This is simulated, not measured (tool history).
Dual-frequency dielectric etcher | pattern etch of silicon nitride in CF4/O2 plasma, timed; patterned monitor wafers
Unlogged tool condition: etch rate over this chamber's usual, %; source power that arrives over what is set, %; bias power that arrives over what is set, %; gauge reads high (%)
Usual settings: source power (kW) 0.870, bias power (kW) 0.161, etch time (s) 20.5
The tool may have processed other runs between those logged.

| run | hour | source power (kW) | bias power (kW) | etch time (s) | wafers since the last listed run | hours since the last wet clean | hours since the last source power generator calibration | hours since the last bias power generator calibration | hours since the last upper electrode change | hours since the gauge calibration | read-back reference wafer on the same gauge, depth_nm | mean etch depth across the wafer (Å) |
|---|---|---|---|---|---|---|---|---|---|---|---|---|
| 1 | 0.0 | 0.990 | 0.161 | 22.0 | 0 | 306.6 | 2168.7 | 4052.3 | 2507.6 | 96.6 | 69.9 | 764 |
| 2 | 10.0 | 0.770 | 0.186 | 20.5 | 199 | 316.6 | 2178.7 | 4062.3 | 2517.6 | 106.6 | 69.9 | 573 |
| 3 | 27.6 | 0.870 | 0.139 | 24.0 | 351 | 334.2 | 2196.3 | 4079.9 | 2535.2 | 124.2 | 69.9 | 685 |
| 4 | 38.7 | 0.870 | 0.139 | 24.0 | 221 | 345.3 | 2207.4 | 4091.0 | 2546.3 | 135.3 | 70.0 | 682 |
| 5 | 44.8 | 0.870 | 0.139 | 24.0 | 121 | 351.4 | 2213.5 | 4097.1 | 2552.4 | 141.4 | 69.9 | 684 |
| 6 | 57.7 | 0.870 | 0.172 | 20.5 | 257 | 364.3 | 2226.4 | 4110.0 | 2565.3 | 154.3 | 69.9 | 628 |
|  | 93.2 | wet clean of the chamber |
|  | 114.8 | upper electrode replaced |
| 7 | 115.3 | 0.870 | 0.172 | 20.5 | 238 | 22.1 | 2284.0 | 4167.6 | 0.5 | 211.9 | 70.0 | 629 |
| 8 | 115.7 | 0.870 | 0.161 | 20.5 | 7 | 22.5 | 2284.4 | 4168.0 | 0.9 | 212.3 | 69.9 | 617 |
|  | 129.3 | source power generator calibrated |
| 9 | 129.8 | 0.870 | 0.161 | 20.5 | 201 | 36.6 | 0.5 | 4182.1 | 15.0 | 226.4 | 69.9 | 616 |
| 10 | 138.4 | 0.720 | 0.148 | 20.5 | 171 | 45.2 | 9.1 | 4190.7 | 23.6 | 235.0 | 69.9 | 488 |
| 11 | 154.1 | 0.870 | 0.161 | 20.5 | 313 | 60.9 | 24.8 | 4206.4 | 39.3 | 250.7 | 69.8 | 615 |
| 12 | 165.8 | 0.870 | 0.161 | 20.5 | 233 | 72.6 | 36.5 | 4218.1 | 51.0 | 262.4 | 69.9 | 615 |
| 13 | 172.8 | 0.870 | 0.138 | 24.5 | 139 | 79.6 | 43.5 | 4225.1 | 58.0 | 269.4 | 70.0 | 690 |
| 14 | 186.0 | 1.000 | 0.161 | 15.0 | 263 | 92.8 | 56.7 | 4238.3 | 71.2 | 282.6 | 70.0 | 523 |
|  | 186.2 | gauge calibrated |
|  | 204.6 | bias power generator calibrated |
| 15 | 205.1 | 0.690 | 0.161 | 20.5 | 301 | 111.9 | 75.8 | 0.5 | 90.3 | 18.9 | 69.8 | 482 |
| 16 | 220.7 | 0.870 | 0.161 | 20.5 | 311 | 127.5 | 91.4 | 16.1 | 105.9 | 34.5 | 69.8 | 614 |
| 17 | 229.3 | 0.870 | 0.161 | 26.0 | 171 | 136.1 | 100.0 | 24.7 | 114.5 | 43.1 | 69.9 | 777 |
| 18 | 242.6 | 0.870 | 0.161 | 20.5 | 265 | 149.4 | 113.3 | 38.0 | 127.8 | 56.4 | 69.9 | 618 |
| 19 | 258.1 | 0.800 | 0.149 | 25.5 | 309 | 164.9 | 128.8 | 53.5 | 143.3 | 71.9 | 69.7 | 681 |
| 20 | 269.9 | 0.870 | 0.190 | 17.0 | 235 | 176.7 | 140.6 | 65.3 | 155.1 | 83.7 | 69.9 | 545 |
| 21 | 284.5 | 1.010 | 0.144 | 26.5 | 291 | 191.3 | 155.2 | 79.9 | 169.7 | 98.3 | 69.9 | 893 |
| 22 | 301.9 | 0.870 | 0.161 | 20.5 | 347 | 208.7 | 172.6 | 97.3 | 187.1 | 115.7 | 69.9 | 617 |
| 23 | 317.4 | 0.990 | 0.173 | 20.5 | 309 | 224.2 | 188.1 | 112.8 | 202.6 | 131.2 | 69.9 | 725 |
| 24 | 331.1 | 0.760 | 0.148 | 15.0 | 273 | 237.9 | 201.8 | 126.5 | 216.3 | 144.9 | 70.0 | 380 |
| 25 | 344.0 | 0.870 | 0.161 | 20.5 | 257 | 250.8 | 214.7 | 139.4 | 229.2 | 157.8 | 69.9 | 614 |
| 26 | 356.5 | 0.870 | 0.161 | 26.0 | 249 | 263.3 | 227.2 | 151.9 | 241.7 | 170.3 | 69.9 | 784 |
| 27 | 370.1 | 0.870 | 0.131 | 25.0 | 271 | 276.9 | 240.8 | 165.5 | 255.3 | 183.9 | 69.9 | 694 |
| 28 | 388.0 | 0.870 | 0.161 | 20.5 | 357 | 294.8 | 258.7 | 183.4 | 273.2 | 201.8 | 69.9 | 616 |
| 29 | 400.9 | 0.780 | 0.161 | 20.5 | 257 | 307.7 | 271.6 | 196.3 | 286.1 | 214.7 | 69.9 | 551 |

What the log doesn't show, run by run:
etch rate over this chamber's usual, %: 0 in every run
source power that arrives over what is set, %: 0 in every run
bias power that arrives over what is set, %: 0 in every run
gauge reads high (%): 0 in every run

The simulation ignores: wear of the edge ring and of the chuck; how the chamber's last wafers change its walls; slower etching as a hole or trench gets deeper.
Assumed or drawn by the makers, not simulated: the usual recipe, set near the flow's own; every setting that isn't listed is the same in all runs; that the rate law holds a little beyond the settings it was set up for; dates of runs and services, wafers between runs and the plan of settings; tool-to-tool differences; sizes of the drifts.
